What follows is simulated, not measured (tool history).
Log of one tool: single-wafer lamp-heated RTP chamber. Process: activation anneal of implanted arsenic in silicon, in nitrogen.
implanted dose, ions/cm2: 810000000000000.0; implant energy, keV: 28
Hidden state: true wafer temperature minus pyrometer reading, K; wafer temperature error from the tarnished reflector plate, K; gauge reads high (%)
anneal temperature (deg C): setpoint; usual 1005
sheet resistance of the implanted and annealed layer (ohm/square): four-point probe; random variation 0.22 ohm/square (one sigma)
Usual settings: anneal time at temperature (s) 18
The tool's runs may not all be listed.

run,hour,anneal temperature (deg C),anneal time at temperature (s),wafers since the last listed run,wafers since the last pyrometer calibration,wafers since the reflector plate was cleaned,hours since the gauge calibration,"read-back reference wafer on the same gauge, sheet resistance",sheet resistance of the implanted and annealed layer (ohm/square)
1,0,1005,13,0,5271,5223,61.6,167.66,146.48
2,10.8,1005,13,129,5401,5353,72.4,167.73,146.58
3,23.7,1005,13,154,5556,5508,85.3,167.75,146.86
4,41.6,1005,18,214,5771,5723,103.2,167.82,145.41
5,48.3,1005,18,80,5851,5803,109.9,167.78,145.03
6,62.3,1005,18,168,6019,5971,123.9,167.89,144.84
# hour 75.8: gauge calibrated
7,79,1005,15,200,6220,6172,3.2,166.91,145.24
# hour 87.8: reflector plate cleaned
8,88.3,1005,15,15,6235,5,12.5,167.05,145.12
9,95.6,1005,15,87,6323,93,19.8,167.13,145.78
10,122.5,1005,18,322,6646,416,46.7,167.47,144.26
11,134.2,1014,15,140,6786,556,58.4,167.52,144.34
12,151.8,986,27,211,6998,767,76,167.63,145.18
13,169.3,1005,18,210,7208,978,93.5,167.69,145.18
14,175.4,1005,13,73,7281,1051,99.6,167.7,146.57
# hour 184.8: pyrometer window cleaned and pyrometer calibrated
15,185.7,1005,18,27,10,1078,109.9,167.71,144.6
16,193.4,987,14,92,103,1171,117.6,167.76,148.93
# hour 197.5: gauge calibrated
17,217.2,1005,25,285,388,1457,19.7,167.33,143.28
18,228,985,24,129,518,1586,30.5,167.42,146.13
19,239.8,1005,13,141,660,1728,42.3,167.58,146.47
20,253.8,1005,8,168,828,1896,56.3,167.71,149.95

Forecast each of these 4 alternatives for the next run:
A,254.2,1005,18,4,833,1901,56.7,?,?
B,254.2,976,9,4,833,1901,56.7,?,?
C,254.2,1005,27,4,833,1901,56.7,?,?
D,254.2,994,18,4,833,1901,56.7,?,?

run,"read-back reference wafer on the same gauge, sheet resistance",sheet resistance of the implanted and annealed layer (ohm/square)
A,167.67,144.87
B,167.67,154.49
C,167.67,142.76
D,167.67,146.4
Without the tool's hidden state the same runs would have given:
run,sheet resistance of the implanted and annealed layer (ohm/square)
A,144.27
B,153.86
C,142.17
D,145.8

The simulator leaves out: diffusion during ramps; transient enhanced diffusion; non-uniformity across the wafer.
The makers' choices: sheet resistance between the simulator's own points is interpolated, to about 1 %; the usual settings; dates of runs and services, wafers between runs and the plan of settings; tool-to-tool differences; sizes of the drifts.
